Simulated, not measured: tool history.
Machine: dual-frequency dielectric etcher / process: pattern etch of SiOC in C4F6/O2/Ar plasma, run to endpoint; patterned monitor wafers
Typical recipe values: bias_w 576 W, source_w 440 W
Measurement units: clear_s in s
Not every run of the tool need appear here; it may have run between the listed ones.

run	hour	bias_w	source_w	wafers since the last listed run	hours since the last wet clean	hours since the last bias power generator calibration	hours since the last source power generator calibration	hours since the last upper electrode change	incoming incoming film thickness, nm	clear_s
1	0	544	480	0	306.6	1736	4968.1	1999.1	31.87	9.9
2	10.8	688	440	185	317.4	1746.8	4978.9	2009.9	32.08	9.3
3	42.3	688	440	540	348.9	1778.3	5010.4	2041.4	32.36	9.3
4	60.2	576	440	306	366.8	1796.2	5028.3	2059.3	31.71	9.8
5	78.2	576	440	308	384.8	1814.2	5046.3	2077.3	32.48	10
# hour 116.6: wet clean of the chamber
6	117.1	576	440	255	0.5	1853.1	5085.2	2116.2	32.21	10.4
7	117.4	656	370	5	0.8	1853.4	5085.5	2116.5	32.37	10.4
8	117.7	656	370	5	1.1	1853.7	5085.8	2116.8	32.23	10.3
9	123.8	656	370	104	7.2	1859.8	5091.9	2122.9	32.27	10.4
10	140.1	576	490	279	23.5	1876.1	5108.2	2139.2	32.42	10.1
11	157.8	576	490	303	41.2	1893.8	5125.9	2156.9	32.22	10.1
# hour 185.9: bias power generator calibrated
# hour 187.2: upper electrode replaced
12	187.7	675	500	421	71.1	1.8	5155.8	0.5	31.84	9.3
13	188	460	530	5	71.4	2.1	5156.1	0.8	32.43	10.8
14	196.2	508	440	140	79.6	10.3	5164.3	9	31.9	10.7
15	205.6	688	440	161	89	19.7	5173.7	18.4	31.84	9.5
# hour 212.6: source power generator calibrated
16	220.8	460	530	192	104.2	34.9	8.2	33.6	32.04	10.6
17	229.6	517	520	150	113	43.7	17	42.4	32.11	10.3
18	247	710	520	298	130.4	61.1	34.4	59.8	31.86	8.9
19	260.9	621	390	238	144.3	75	48.3	73.7	32.15	10.2
20	277.6	700	380	286	161	91.7	65	90.4	32.24	9.9
21	287.9	525	340	176	171.3	102	75.3	100.7	31.9	11.1
22	305.3	672	520	298	188.7	119.4	92.7	118.1	31.91	9.1
23	311.6	641	520	108	195	125.7	99	124.4	31.88	9.3
24	324.8	576	440	226	208.2	138.9	112.2	137.6	32.1	10.1
25	331.9	504	380	121	215.3	146	119.3	144.7	32.33	11.2

The logged runs with the hidden state left out (each run's random variation unchanged):
The hidden state here: etch rate over this chamber's usual, %; bias power that arrives over what is set, %; source power that arrives over what is set, %.
run	clear_s
1	10.3
2	9.6
3	9.6
4	10.2
5	10.4
6	10.4
7	10.3
8	10.3
9	10.3
10	10.1
11	10.1
12	9.3
13	10.9
14	10.7
15	9.5
16	10.7
17	10.3
18	9
19	10.3
20	10
21	11.3
22	9.2
23	9.5
24	10.3
25	11.4

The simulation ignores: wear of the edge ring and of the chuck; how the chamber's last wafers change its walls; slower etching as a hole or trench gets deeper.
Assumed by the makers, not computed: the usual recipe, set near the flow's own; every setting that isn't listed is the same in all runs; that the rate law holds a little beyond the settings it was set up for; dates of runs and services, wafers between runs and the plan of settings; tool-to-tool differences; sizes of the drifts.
